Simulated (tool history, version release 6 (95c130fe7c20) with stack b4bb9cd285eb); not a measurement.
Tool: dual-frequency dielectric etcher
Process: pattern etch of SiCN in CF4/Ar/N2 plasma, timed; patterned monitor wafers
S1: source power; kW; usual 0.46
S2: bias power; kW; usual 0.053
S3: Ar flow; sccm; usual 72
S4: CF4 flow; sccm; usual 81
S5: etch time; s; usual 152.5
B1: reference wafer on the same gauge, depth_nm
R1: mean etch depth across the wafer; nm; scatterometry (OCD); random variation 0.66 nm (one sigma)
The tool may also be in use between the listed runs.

run   hour    S1     S2  S3  S4     S5     B1     R1
  1      0  0.46  0.059  72  81  152.5  119.4  145.7
  2   27.1  0.43   0.04  86  73  152.5  119.6  109.3
  3   43.5  0.46  0.053  72  81  152.5  119.7    140
  4   71.9  0.46  0.053  72  72  136.5  119.8  121.8
  5  103.1  0.46  0.056  72  81  152.5  120.2  143.2
  6  127.4  0.46  0.053  72  81  152.5  120.2  140.4
  7  147.9  0.56  0.053  57  62  165.5  120.2  188.9
  8  163.8  0.46  0.053  72  81  152.5  120.5  139.4
  9  194.9  0.46  0.053  80  88  176.5  120.7  161.8
 10  211.8  0.46  0.053  72  81  152.5    121  140.6
 11  238.7  0.46  0.053  72  81    182    121  166.7
     248.7  -- Ar flow controller replaced
 12  256.7   0.4  0.053  79  68  172.5  121.1  130.8
 13  279.2  0.46  0.053  72  81  135.5  121.4  123.8
 14  310.1  0.37  0.065  72  98    184  121.3  148.3
     315.3  -- bias power generator calibrated
     318.6  -- CF4 flow controller replaced
 15  343.1   0.4   0.05  72  81  152.5  121.6    119
 16  370.4  0.46  0.053  72  81  152.5  121.4  141.8
 17  386.6  0.46  0.053  62  81  152.5  121.5  145.2
     430.2  -- wet clean of the chamber
 18  430.7  0.54  0.053  67  72  152.5  121.6  166.2
 19  442.5  0.46  0.053  72  81  152.5  121.7  141.7
 20  477.4  0.46  0.063  72  81  152.5  121.8  152.3

Run 21 comes next. What will it give?
 21  509.6  0.46  0.053  72  81  152.5   ?   ?

Run 21 gave B1 122, R1 141.3 nm.
Without the tool's hidden state the same run would have given R1 135.6 nm.
